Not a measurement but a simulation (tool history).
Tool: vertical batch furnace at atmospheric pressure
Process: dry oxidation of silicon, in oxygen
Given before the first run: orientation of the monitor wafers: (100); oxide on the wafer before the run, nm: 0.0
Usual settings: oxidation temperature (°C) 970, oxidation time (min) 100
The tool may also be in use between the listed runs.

| run | hour | oxidation temperature (°C) | oxidation time (min) | read-back reference wafer on the same gauge, thickness | oxide thickness on the monitor wafer (angstrom) |
|---|---|---|---|---|---|
| 1 | 0 | 970 | 100 | 56.5 | 556.6 |
| 2 | 8.7 | 970 | 131 | 56.5 | 675.1 |
| 3 | 29 | 970 | 131 | 56.47 | 670.9 |
| 4 | 45.8 | 970 | 100 | 56.56 | 555.5 |
| 5 | 56.6 | 970 | 128.5 | 56.53 | 660.1 |
| 6 | 73 | 970 | 128.5 | 56.53 | 655.3 |
| 7 | 90.5 | 970 | 128.5 | 56.54 | 655.4 |
| 8 | 105.1 | 958 | 125 | 56.54 | 591.7 |
| 9 | 158.2 | 958 | 125 | 56.44 | 588.3 |
| 10 | 165.5 | 958 | 125 | 56.53 | 589.2 |
| 11 | 181.7 | 981 | 100 | 56.52 | 603.9 |
| 12 | 201.8 | 981 | 100 | 56.54 | 604.9 |
| 13 | 219.5 | 981 | 100 | 56.49 | 599.6 |
| 14 | 234.3 | 976 | 130 | 56.43 | 696 |
| 15 | 243.2 | 976 | 130 | 56.45 | 698.4 |
| 16 | 257.6 | 965 | 100 | 56.54 | 539.3 |
| 17 | 272.9 | 965 | 100 | 56.52 | 534.4 |
| 18 | 287.4 | 963 | 84 | 56.44 | 468 |
| 19 | 299.3 | 970 | 100 | 56.52 | 552.7 |
| 20 | 316.2 | 983 | 148 | 56.47 | 810.1 |
|  | 333.3 | gauge calibrated |
| 21 | 334.4 | 977 | 64.5 | 56.54 | 433.8 |
| 22 | 342.2 | 970 | 100 | 56.52 | 551.9 |
| 23 | 362.4 | 983 | 148 | 56.48 | 809 |
|  | 388.3 | boat lift adjusted |
| 24 | 388.8 | 970 | 65.5 | 56.53 | 416.6 |

Expected results for the next run?
| 25 | 394 | 970 | 50 | ? | ? |

Run 25 gave read-back reference wafer on the same gauge, thickness 56.52, oxide thickness on the monitor wafer (angstrom) 353.4.
Take away the tool's hidden state, keep the run-to-run variation as it was, and the same run would have given oxide thickness on the monitor wafer (angstrom) 353.4.
